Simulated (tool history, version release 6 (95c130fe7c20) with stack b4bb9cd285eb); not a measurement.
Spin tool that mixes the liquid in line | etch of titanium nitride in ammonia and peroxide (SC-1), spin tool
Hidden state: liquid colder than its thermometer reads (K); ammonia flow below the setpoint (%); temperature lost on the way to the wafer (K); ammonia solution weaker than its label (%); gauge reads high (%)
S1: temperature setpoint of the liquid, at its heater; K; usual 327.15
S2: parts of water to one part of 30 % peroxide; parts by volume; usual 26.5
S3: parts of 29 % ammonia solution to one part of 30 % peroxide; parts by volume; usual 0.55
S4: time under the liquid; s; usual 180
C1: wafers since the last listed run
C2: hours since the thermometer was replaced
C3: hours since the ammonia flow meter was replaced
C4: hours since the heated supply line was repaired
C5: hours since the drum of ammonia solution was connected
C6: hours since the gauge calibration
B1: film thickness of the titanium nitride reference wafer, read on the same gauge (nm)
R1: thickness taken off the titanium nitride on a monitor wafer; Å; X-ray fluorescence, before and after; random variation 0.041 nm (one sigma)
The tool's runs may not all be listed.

run 1 day=0.000 | S1=327.15 S2=26.5 S3=0.75 S4=180 | C1=0 C2=335.1 C3=80.1 C4=2407.0 C5=236.4 C6=79.6 | B1=70.00 | R1=59.3
run 2 day=1.329 | S1=327.15 S2=26.5 S3=0.55 S4=180 | C1=328 C2=367.0 C3=112.0 C4=2438.9 C5=268.3 C6=111.5 | B1=69.98 | R1=55.6
run 3 day=2.138 | S1=327.15 S2=22.5 S3=0.55 S4=180 | C1=200 C2=386.4 C3=131.4 C4=2458.3 C5=287.7 C6=130.9 | B1=70.00 | R1=61.0
run 4 day=3.096 | S1=327.15 S2=26.5 S3=0.50 S4=180 | C1=237 C2=409.4 C3=154.4 C4=2481.3 C5=310.7 C6=153.9 | B1=70.01 | R1=55.1
run 5 day=3.917 | S1=327.15 S2=26.5 S3=0.50 S4=180 | C1=203 C2=429.1 C3=174.1 C4=2501.0 C5=330.4 C6=173.6 | B1=69.99 | R1=55.6
-- day=5.412 new drum of ammonia solution connected
run 6 day=8.388 | S1=327.15 S2=26.5 S3=0.50 S4=180 | C1=1095 C2=536.4 C3=281.4 C4=2608.3 C5=71.4 C6=280.9 | B1=69.98 | R1=54.4
run 7 day=9.338 | S1=327.15 S2=26.5 S3=0.55 S4=180 | C1=235 C2=559.2 C3=304.2 C4=2631.1 C5=94.2 C6=303.7 | B1=69.95 | R1=55.9
run 8 day=10.446 | S1=327.15 S2=26.5 S3=0.55 S4=180 | C1=274 C2=585.8 C3=330.8 C4=2657.7 C5=120.8 C6=330.3 | B1=70.00 | R1=54.8
-- day=11.100 thermometer replaced
-- day=11.621 heated supply line repaired
run 9 day=13.712 | S1=327.15 S2=26.5 S3=0.35 S4=180 | C1=787 C2=62.7 C3=409.2 C4=50.2 C5=199.2 C6=408.7 | B1=69.99 | R1=50.8
run 10 day=14.592 | S1=327.15 S2=26.5 S3=0.35 S4=90 | C1=217 C2=83.8 C3=430.3 C4=71.3 C5=220.3 C6=429.8 | B1=70.01 | R1=25.0
run 11 day=15.329 | S1=331.65 S2=26.5 S3=0.45 S4=110 | C1=182 C2=101.5 C3=448.0 C4=89.0 C5=238.0 C6=447.5 | B1=69.94 | R1=43.7
-- day=15.346 gauge calibrated
run 12 day=16.521 | S1=327.15 S2=26.5 S3=0.55 S4=290 | C1=294 C2=130.1 C3=476.6 C4=117.6 C5=266.6 C6=28.2 | B1=70.03 | R1=87.5
run 13 day=17.575 | S1=327.15 S2=26.5 S3=0.80 S4=75 | C1=260 C2=155.4 C3=501.9 C4=142.9 C5=291.9 C6=53.5 | B1=70.02 | R1=24.6
-- day=18.062 ammonia flow meter replaced
run 14 day=18.404 | S1=327.15 S2=26.5 S3=0.55 S4=80 | C1=194 C2=175.3 C3=8.2 C4=162.8 C5=311.8 C6=73.4 | B1=70.01 | R1=25.0
-- day=19.204 new drum of ammonia solution connected
run 15 day=19.846 | S1=327.15 S2=26.5 S3=0.55 S4=180 | C1=346 C2=209.9 C3=42.8 C4=197.4 C5=15.4 C6=108.0 | B1=69.98 | R1=56.3
run 16 day=20.988 | S1=331.15 S2=37.5 S3=0.55 S4=150 | C1=282 C2=237.3 C3=70.2 C4=224.8 C5=42.8 C6=135.4 | B1=70.01 | R1=50.4
run 17 day=21.712 | S1=327.15 S2=26.5 S3=0.55 S4=130 | C1=179 C2=254.7 C3=87.6 C4=242.2 C5=60.2 C6=152.8 | B1=70.00 | R1=40.8
run 18 day=22.329 | S1=327.15 S2=26.5 S3=0.55 S4=180 | C1=152 C2=269.5 C3=102.4 C4=257.0 C5=75.0 C6=167.6 | B1=70.03 | R1=55.8
run 19 day=22.925 | S1=327.15 S2=26.5 S3=0.80 S4=180 | C1=147 C2=283.8 C3=116.7 C4=271.3 C5=89.3 C6=181.9 | B1=69.98 | R1=59.3
run 20 day=24.021 | S1=327.15 S2=26.5 S3=0.55 S4=180 | C1=271 C2=310.1 C3=143.0 C4=297.6 C5=115.6 C6=208.2 | B1=70.01 | R1=56.5
run 21 day=25.496 | S1=327.15 S2=26.5 S3=0.35 S4=230 | C1=364 C2=345.5 C3=178.4 C4=333.0 C5=151.0 C6=243.6 | B1=69.98 | R1=64.6
run 22 day=26.242 | S1=327.15 S2=30.5 S3=0.55 S4=120 | C1=184 C2=363.4 C3=196.3 C4=350.9 C5=168.9 C6=261.5 | B1=70.03 | R1=34.4
run 23 day=27.117 | S1=335.15 S2=26.5 S3=0.55 S4=130 | C1=216 C2=384.4 C3=217.3 C4=371.9 C5=189.9 C6=282.5 | B1=69.99 | R1=69.1
run 24 day=28.112 | S1=318.15 S2=38.0 S3=0.75 S4=230 | C1=246 C2=408.3 C3=241.2 C4=395.8 C5=213.8 C6=306.4 | B1=70.00 | R1=32.7

4 ways to go on from here, each from the tool as it stands after run 24. What would each give?
run A day=28.133 | S1=327.15 S2=26.5 S3=0.55 S4=180 | C1=5 C2=408.8 C3=241.7 C4=396.3 C5=214.3 C6=306.9 | B1=? | R1=?
run B day=28.133 | S1=327.15 S2=35.5 S3=0.45 S4=290 | C1=5 C2=408.8 C3=241.7 C4=396.3 C5=214.3 C6=306.9 | B1=? | R1=?
run C day=28.133 | S1=334.15 S2=26.5 S3=0.40 S4=100 | C1=5 C2=408.8 C3=241.7 C4=396.3 C5=214.3 C6=306.9 | B1=? | R1=?
run D day=28.133 | S1=327.15 S2=26.5 S3=0.55 S4=245 | C1=5 C2=408.8 C3=241.7 C4=396.3 C5=214.3 C6=306.9 | B1=? | R1=?

run=A B1=69.98 R1=54.7
run=B B1=69.98 R1=71.8
run=C B1=69.98 R1=45.6
run=D B1=69.98 R1=74.5
Without the tool's hidden state the same runs would have given:
run=A R1=55.4
run=B R1=72.7
run=C R1=46.2
run=D R1=75.4
